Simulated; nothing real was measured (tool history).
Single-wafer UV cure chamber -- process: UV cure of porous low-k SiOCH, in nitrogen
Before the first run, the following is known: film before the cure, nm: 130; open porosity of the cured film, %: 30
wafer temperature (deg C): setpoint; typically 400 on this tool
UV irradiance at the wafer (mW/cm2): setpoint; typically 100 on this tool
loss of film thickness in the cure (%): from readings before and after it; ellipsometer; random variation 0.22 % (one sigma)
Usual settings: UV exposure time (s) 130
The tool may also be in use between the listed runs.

| run | hour | wafer temperature (deg C) | UV exposure time (s) | UV irradiance at the wafer (mW/cm2) | wafers since the last listed run | hours since the UV bulbs were replaced | wafers since the quartz window was cleaned | loss of film thickness in the cure (%) |
|---|---|---|---|---|---|---|---|---|
| 1 | 0.0 | 400 | 130 | 100 | 0 | 413.0 | 609 | 12.447 |
| 2 | 42.2 | 400 | 130 | 100 | 163 | 455.2 | 773 | 12.546 |
| 3 | 123.9 | 400 | 130 | 100 | 316 | 536.9 | 1089 | 12.339 |
| 4 | 200.2 | 413 | 130 | 113 | 295 | 613.2 | 1385 | 13.674 |
| 5 | 276.6 | 413 | 130 | 113 | 296 | 689.6 | 1681 | 13.487 |
|  | 301.2 | quartz window cleaned |
| 6 | 319.4 | 387 | 130 | 72 | 134 | 732.4 | 70 | 10.244 |
| 7 | 402.4 | 387 | 130 | 72 | 321 | 815.4 | 392 | 10.538 |
| 8 | 471.2 | 400 | 130 | 100 | 266 | 884.2 | 658 | 12.654 |
| 9 | 522.0 | 414 | 185 | 100 | 196 | 935.0 | 855 | 14.107 |
|  | 582.6 | UV bulbs replaced |
| 10 | 588.2 | 414 | 185 | 100 | 225 | 5.6 | 1081 | 14.689 |
| 11 | 661.4 | 400 | 130 | 100 | 283 | 78.8 | 1364 | 12.572 |
| 12 | 736.4 | 400 | 130 | 100 | 290 | 153.8 | 1655 | 12.142 |
| 13 | 814.3 | 400 | 130 | 100 | 301 | 231.7 | 1957 | 12.507 |
|  | 882.1 | quartz window cleaned |
| 14 | 909.4 | 400 | 130 | 100 | 337 | 326.8 | 105 | 12.602 |
| 15 | 963.0 | 400 | 130 | 100 | 207 | 380.4 | 313 | 12.297 |
| 16 | 1261.4 | 410 | 205 | 63 | 1156 | 678.8 | 1469 | 12.601 |
| 17 | 1318.0 | 409 | 205 | 88 | 219 | 735.4 | 1688 | 14.328 |
|  | 1389.1 | quartz window cleaned |
|  | 1389.2 | UV bulbs replaced |
| 18 | 1417.0 | 400 | 130 | 100 | 351 | 27.8 | 107 | 12.375 |
| 19 | 1453.1 | 400 | 155 | 133 | 139 | 63.9 | 247 | 15.055 |
| 20 | 1508.8 | 400 | 130 | 100 | 215 | 119.6 | 463 | 12.516 |
| 21 | 1657.2 | 385 | 110 | 100 | 575 | 268.0 | 1038 | 11.165 |
| 22 | 1750.7 | 387 | 130 | 100 | 362 | 361.5 | 1400 | 12.391 |
| 23 | 1835.8 | 394 | 130 | 123 | 329 | 446.6 | 1730 | 13.678 |
| 24 | 1876.5 | 393 | 175 | 83 | 157 | 487.3 | 1888 | 13.282 |

Run 25, settings as shown, results not yet in. Your forecast:
|  | 1944.1 | quartz window cleaned |
| 25 | 1966.1 | 400 | 130 | 100 | 316 | 576.9 | 85 | ? |

loss of film thickness in the cure (%): 12.500
On a tool with no hidden condition, and with the same random variation, this run would have come out at loss of film thickness in the cure (%) 12.500.
